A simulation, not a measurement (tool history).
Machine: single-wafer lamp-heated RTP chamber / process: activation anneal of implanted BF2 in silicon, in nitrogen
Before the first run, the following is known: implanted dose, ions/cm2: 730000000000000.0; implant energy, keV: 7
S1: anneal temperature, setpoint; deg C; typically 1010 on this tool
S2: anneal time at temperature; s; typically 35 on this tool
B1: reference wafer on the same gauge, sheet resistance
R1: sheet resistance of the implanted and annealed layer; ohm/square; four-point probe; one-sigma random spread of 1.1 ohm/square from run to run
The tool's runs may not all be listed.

{"run": 1, "hour": 0.0, "S1": 1010, "S2": 23, "B1": 263.11, "R1": 266.21}
{"run": 2, "hour": 28.7, "S1": 1010, "S2": 23, "B1": 262.94, "R1": 266.87}
{"run": 3, "hour": 41.2, "S1": 1010, "S2": 23, "B1": 262.87, "R1": 265.49}
{"run": 4, "hour": 69.3, "S1": 1020, "S2": 35, "B1": 263.06, "R1": 236.32}
{"run": 5, "hour": 99.9, "S1": 1021, "S2": 21, "B1": 263.08, "R1": 255.44}
{"run": 6, "hour": 133.0, "S1": 1010, "S2": 35, "B1": 262.91, "R1": 249.03}
{"run": 7, "hour": 167.6, "S1": 1010, "S2": 35, "B1": 262.61, "R1": 249.66}
{"hour": 186.8, "done": "pyrometer window cleaned and pyrometer calibrated"}
{"run": 8, "hour": 195.3, "S1": 1010, "S2": 35, "B1": 262.97, "R1": 249.5}
{"run": 9, "hour": 224.1, "S1": 1010, "S2": 35, "B1": 262.94, "R1": 249.03}
{"run": 10, "hour": 238.8, "S1": 1010, "S2": 35, "B1": 262.67, "R1": 248.02}
{"run": 11, "hour": 253.8, "S1": 1033, "S2": 53, "B1": 262.89, "R1": 204.9}
{"hour": 258.1, "done": "gauge calibrated"}
{"run": 12, "hour": 266.5, "S1": 1010, "S2": 35, "B1": 263.03, "R1": 248.71}
{"run": 13, "hour": 367.1, "S1": 1036, "S2": 15, "B1": 263.13, "R1": 248.34}
{"run": 14, "hour": 397.1, "S1": 1010, "S2": 35, "B1": 262.82, "R1": 248.63}
{"hour": 414.7, "done": "reflector plate cleaned"}
{"run": 15, "hour": 415.2, "S1": 1039, "S2": 47, "B1": 263.19, "R1": 200.7}
{"run": 16, "hour": 434.1, "S1": 1020, "S2": 35, "B1": 262.67, "R1": 235.82}
{"run": 17, "hour": 458.7, "S1": 988, "S2": 47, "B1": 263.22, "R1": 269.98}
{"run": 18, "hour": 474.1, "S1": 1010, "S2": 35, "B1": 262.83, "R1": 249.14}
{"run": 19, "hour": 489.1, "S1": 1037, "S2": 51, "B1": 262.89, "R1": 199.83}
{"run": 20, "hour": 525.0, "S1": 1025, "S2": 26, "B1": 262.81, "R1": 239.23}
{"run": 21, "hour": 550.9, "S1": 1023, "S2": 24, "B1": 262.99, "R1": 249.01}

What if the next run were any one of these 4? Each begins from the tool's condition after run 21:
{"run": "A", "hour": 551.3, "S1": 1010, "S2": 35, "B1": "?", "R1": "?"}
{"run": "B", "hour": 551.3, "S1": 988, "S2": 22, "B1": "?", "R1": "?"}
{"run": "C", "hour": 551.3, "S1": 990, "S2": 53, "B1": "?", "R1": "?"}
{"run": "D", "hour": 551.3, "S1": 1029, "S2": 53, "B1": "?", "R1": "?"}

run=A B1=263.15 R1=251.56
run=B B1=263.15 R1=315.14
run=C B1=263.15 R1=264.8
run=D B1=263.15 R1=210.76
With no hidden state in the tool, these same runs would have given:
run=A R1=251.56
run=B R1=315.14
run=C R1=264.8
run=D R1=210.76
